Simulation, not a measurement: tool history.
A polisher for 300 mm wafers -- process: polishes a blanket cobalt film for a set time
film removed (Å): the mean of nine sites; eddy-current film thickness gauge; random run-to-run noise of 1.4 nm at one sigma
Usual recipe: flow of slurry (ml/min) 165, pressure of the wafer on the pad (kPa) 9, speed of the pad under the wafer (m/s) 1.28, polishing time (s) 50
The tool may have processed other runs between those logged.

run     day  flow of slurry (ml/min)  pressure of the wafer on the pad (kPa)  speed of the pad under the wafer (m/s)  polishing time (s)  incoming thickness of the incoming film, nm  film removed (Å)
  1       0                      165                                       9                                    0.94                  39                                       1185.9              1150
  2   0.304                      165                                       9                                    0.94                  39                                         1194              1136
  3   0.908                      165                                       9                                    1.28                  50                                       1198.7              1920
  4   1.604                      165                                       9                                    1.28                  50                                       1177.3              1863
  5   2.058                      165                                       9                                    1.28                  50                                       1199.7              2001
  6   2.571                      165                                       9                                    1.18                  50                                         1223              1855
  7   3.104                      165                                       9                                    1.18                  50                                       1202.5              1834
  8   3.592                      165                                       9                                    1.28                  50                                       1201.6              1929
  9   4.108                      165                                       9                                    1.28                  50                                       1221.8              1897
 10   4.604                      165                                       9                                    1.28                  50                                       1215.2              1878
 11   5.133                      165                                       9                                    1.28                  50                                       1194.7              1907
 12    5.75                      165                                       9                                    1.28                  50                                       1188.4              1958
 13   6.383                      165                                       9                                    1.28                  50                                       1198.3              1915
 14   6.671                      110                                     6.2                                    1.64                  41                                       1192.2              1314
 15   6.975                      165                                       9                                    1.44                  50                                       1204.7              2122
 16   7.296                      145                                       9                                    1.28                  50                                       1195.9              1837
 17   8.012                      165                                       9                                    1.56                  43                                         1208              1963
 18   8.738                      115                                       9                                    0.98                  50                                       1198.1              1349
 19   9.212                      165                                     6.2                                    1.28                  65                                       1179.3              1667
 20   9.758                      165                                     6.2                                    1.28                  65                                       1184.5              1922
 21  10.246                      165                                       9                                    1.28                  50                                       1183.9              2085
 22  10.846                      165                                       9                                    1.28                  40                                       1209.2              1641
 23    11.3                      165                                    12.4                                    1.28                  41                                       1217.5              2277
 24  11.896                      115                                    12.4                                     1.6                  50                                       1209.3              3215
 25  12.321                      165                                       9                                    1.28                  50                                       1212.8              1979
 26  12.671                      140                                    12.4                                    1.28                  50                                       1193.2              2647

Between the runs listed above, the log contained 5 entries, not reproduced here. Where in the sequence does each belong, and how does what the log doesn't record of the tool's condition differ from the listed run before to the listed run after?
Between runs 4 and 5: worn pad replaced by a new one (day 2.038)
  removal rate lost through wear of the pad, %: 6.62 -> 0.223; slurry flow missing at the pad, %: 31.5 -> 32.1
  measured result minus the result with no hidden state, film removed (Å): -225 -> -100
Between runs 11 and 12: worn pad replaced by a new one (day 5.729)
  removal rate lost through wear of the pad, %: 5.9 -> 2.15; slurry flow missing at the pad, %: 36.4 -> 37.2
  measured result minus the result with no hidden state, film removed (Å): -233 -> -158
Between runs 15 and 16: head pressure recalibrated (day 7.25)
  removal rate lost through wear of the pad, %: 4.41 -> 5; slurry flow missing at the pad, %: 38.9 -> 39.3
  measured result minus the result with no hidden state, film removed (Å): -234 -> -228
Between runs 19 and 20: worn pad replaced by a new one (day 9.629); slurry nozzle cleaned (day 9.658)
  removal rate lost through wear of the pad, %: 8.54 -> 0.381; slurry flow missing at the pad, %: 42 -> 5.12
  measured result minus the result with no hidden state, film removed (Å): -281 -> -19

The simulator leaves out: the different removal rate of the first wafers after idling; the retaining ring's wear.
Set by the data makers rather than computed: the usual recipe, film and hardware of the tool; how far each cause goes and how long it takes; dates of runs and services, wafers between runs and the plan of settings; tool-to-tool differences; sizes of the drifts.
